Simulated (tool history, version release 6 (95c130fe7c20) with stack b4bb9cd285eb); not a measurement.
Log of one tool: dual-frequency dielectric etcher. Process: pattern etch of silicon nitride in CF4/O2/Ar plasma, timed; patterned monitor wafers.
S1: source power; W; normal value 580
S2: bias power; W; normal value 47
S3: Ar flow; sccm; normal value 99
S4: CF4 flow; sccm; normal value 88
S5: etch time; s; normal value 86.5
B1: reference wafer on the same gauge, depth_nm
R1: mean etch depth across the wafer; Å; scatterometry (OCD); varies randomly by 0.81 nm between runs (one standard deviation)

| run | hour | S1 | S2 | S3 | S4 | S5 | B1 | R1 |
|---|---|---|---|---|---|---|---|---|
| 1 | 0 | 580 | 47 | 99 | 88 | 86.5 | 135 | 1667 |
| 2 | 86.4 | 580 | 47 | 99 | 88 | 86.5 | 134.9 | 1683 |
| 3 | 105.1 | 580 | 47 | 99 | 88 | 86.5 | 135 | 1668 |
| 4 | 135.5 | 580 | 47 | 87 | 88 | 86.5 | 135.2 | 1718 |
|  | 153.7 | source power generator calibrated |
| 5 | 159.7 | 580 | 47 | 87 | 88 | 86.5 | 135.2 | 1728 |
| 6 | 174.9 | 580 | 47 | 87 | 88 | 86.5 | 135.3 | 1707 |
| 7 | 203.4 | 580 | 47 | 99 | 88 | 73.5 | 134.8 | 1422 |
| 8 | 233 | 580 | 47 | 118 | 88 | 86.5 | 135.1 | 1624 |
| 9 | 282.5 | 580 | 47 | 118 | 88 | 86.5 | 134.8 | 1618 |
| 10 | 301.9 | 580 | 47 | 118 | 88 | 86.5 | 135 | 1629 |
| 11 | 330.3 | 510 | 55 | 75 | 72 | 86.5 | 135.2 | 1674 |
| 12 | 363.4 | 580 | 47 | 99 | 88 | 86.5 | 135.1 | 1685 |
|  | 391.5 | bias power generator calibrated |
| 13 | 392 | 580 | 52 | 99 | 88 | 97 | 135 | 1980 |
|  | 403.4 | Ar flow controller replaced |
|  | 440.5 | upper electrode replaced |
|  | 440.7 | wet clean of the chamber |
| 14 | 441 | 580 | 47 | 99 | 88 | 86.5 | 135.1 | 1678 |
| 15 | 442.2 | 580 | 47 | 99 | 68 | 76.5 | 135 | 1436 |
|  | 464.9 | CF4 flow controller replaced |
|  | 471.4 | gauge calibrated |
| 16 | 535.9 | 640 | 39 | 99 | 74 | 86.5 | 135 | 1607 |
| 17 | 566 | 580 | 42 | 99 | 76 | 86.5 | 135 | 1574 |
| 18 | 592.6 | 580 | 47 | 99 | 104 | 86.5 | 134.6 | 1700 |
| 19 | 617.2 | 650 | 56 | 99 | 108 | 65.5 | 135.1 | 1516 |
| 20 | 640.1 | 580 | 47 | 99 | 88 | 86.5 | 135.1 | 1675 |
| 21 | 674.3 | 630 | 47 | 78 | 88 | 86.5 | 135 | 1863 |

What if the next run were any one of these 4? Each begins from the tool's condition after run 21:
| A | 674.7 | 580 | 47 | 99 | 88 | 86.5 | ? | ? |
| B | 674.7 | 580 | 47 | 99 | 88 | 69 | ? | ? |
| C | 674.7 | 500 | 43 | 99 | 88 | 95.5 | ? | ? |
| D | 674.7 | 630 | 53 | 99 | 88 | 77.5 | ? | ? |

| run | B1 | R1 |
|---|---|---|
| A | 135 | 1691 |
| B | 135 | 1349 |
| C | 135 | 1630 |
| D | 135 | 1686 |
Take away the tool's hidden state, keep each run's random variation, and the runs would have read:
| run | R1 |
|---|---|
| A | 1691 |
| B | 1349 |
| C | 1630 |
| D | 1686 |
